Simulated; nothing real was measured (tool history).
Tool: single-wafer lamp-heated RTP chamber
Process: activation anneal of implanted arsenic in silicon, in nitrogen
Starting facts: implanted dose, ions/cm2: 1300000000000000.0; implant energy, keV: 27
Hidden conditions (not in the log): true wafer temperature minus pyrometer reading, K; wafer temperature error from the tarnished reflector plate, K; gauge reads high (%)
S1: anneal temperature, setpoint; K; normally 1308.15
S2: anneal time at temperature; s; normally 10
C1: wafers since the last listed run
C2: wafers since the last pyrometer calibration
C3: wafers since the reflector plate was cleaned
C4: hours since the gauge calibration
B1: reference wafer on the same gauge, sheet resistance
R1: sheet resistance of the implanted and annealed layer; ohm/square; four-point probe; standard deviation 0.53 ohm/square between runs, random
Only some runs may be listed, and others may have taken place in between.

run,hour,S1,S2,C1,C2,C3,C4,B1,R1
1,0.0,1308.15,9,0,5762,3220,618.2,105.16,104.74
2,39.6,1308.15,9,366,6129,3586,657.8,105.39,105.79
# hour 48.2: pyrometer window cleaned and pyrometer calibrated
3,73.0,1308.15,9,234,229,3821,691.2,105.46,104.47
4,144.2,1308.15,10,658,887,4480,762.4,105.98,104.98
5,185.7,1308.15,10,383,1271,4864,803.9,106.22,104.48
6,309.7,1308.15,10,1147,2418,6011,927.9,107.05,104.40
7,368.2,1308.15,10,541,2959,6552,986.4,107.48,105.76
8,403.0,1308.15,10,321,3281,6874,1021.2,107.73,106.07
# hour 428.3: reflector plate cleaned
9,436.7,1308.15,10,237,3519,77,1054.9,108.09,105.70
10,462.8,1281.15,4,241,3760,318,1081.0,108.26,119.53
# hour 463.1: gauge calibrated
11,527.5,1279.15,13,598,4359,917,64.4,102.86,104.45
12,590.2,1308.15,10,580,4939,1497,127.1,102.90,100.72
13,656.3,1318.15,15,611,5550,2108,193.2,103.13,97.74
# hour 698.6: pyrometer window cleaned and pyrometer calibrated
14,712.8,1308.15,10,448,131,2557,249.7,103.10,102.76
15,781.0,1285.15,6,630,762,3188,317.9,103.40,109.13
16,805.8,1308.15,10,229,991,3417,342.7,103.43,101.48
17,840.9,1308.15,13,324,1316,3742,377.8,103.50,100.46
18,893.4,1308.15,10,485,1801,4228,430.3,103.76,102.67
19,941.3,1297.15,5,443,2245,4671,478.2,103.86,108.76

Predict each of these 4 candidate next runs independently; none follows another, all start after run 19:
A,941.7,1308.15,10,3,2248,4674,478.6,?,?
B,941.7,1308.15,7,3,2248,4674,478.6,?,?
C,941.7,1292.15,13,3,2248,4674,478.6,?,?
D,941.7,1296.15,14,3,2248,4674,478.6,?,?

run,B1,R1
A,103.84,102.97
B,103.84,105.45
C,103.84,103.98
D,103.84,102.70
Stripped of hidden state, with their random variation kept, the same runs would have yielded:
run,R1
A,102.09
B,104.55
C,103.09
D,101.82
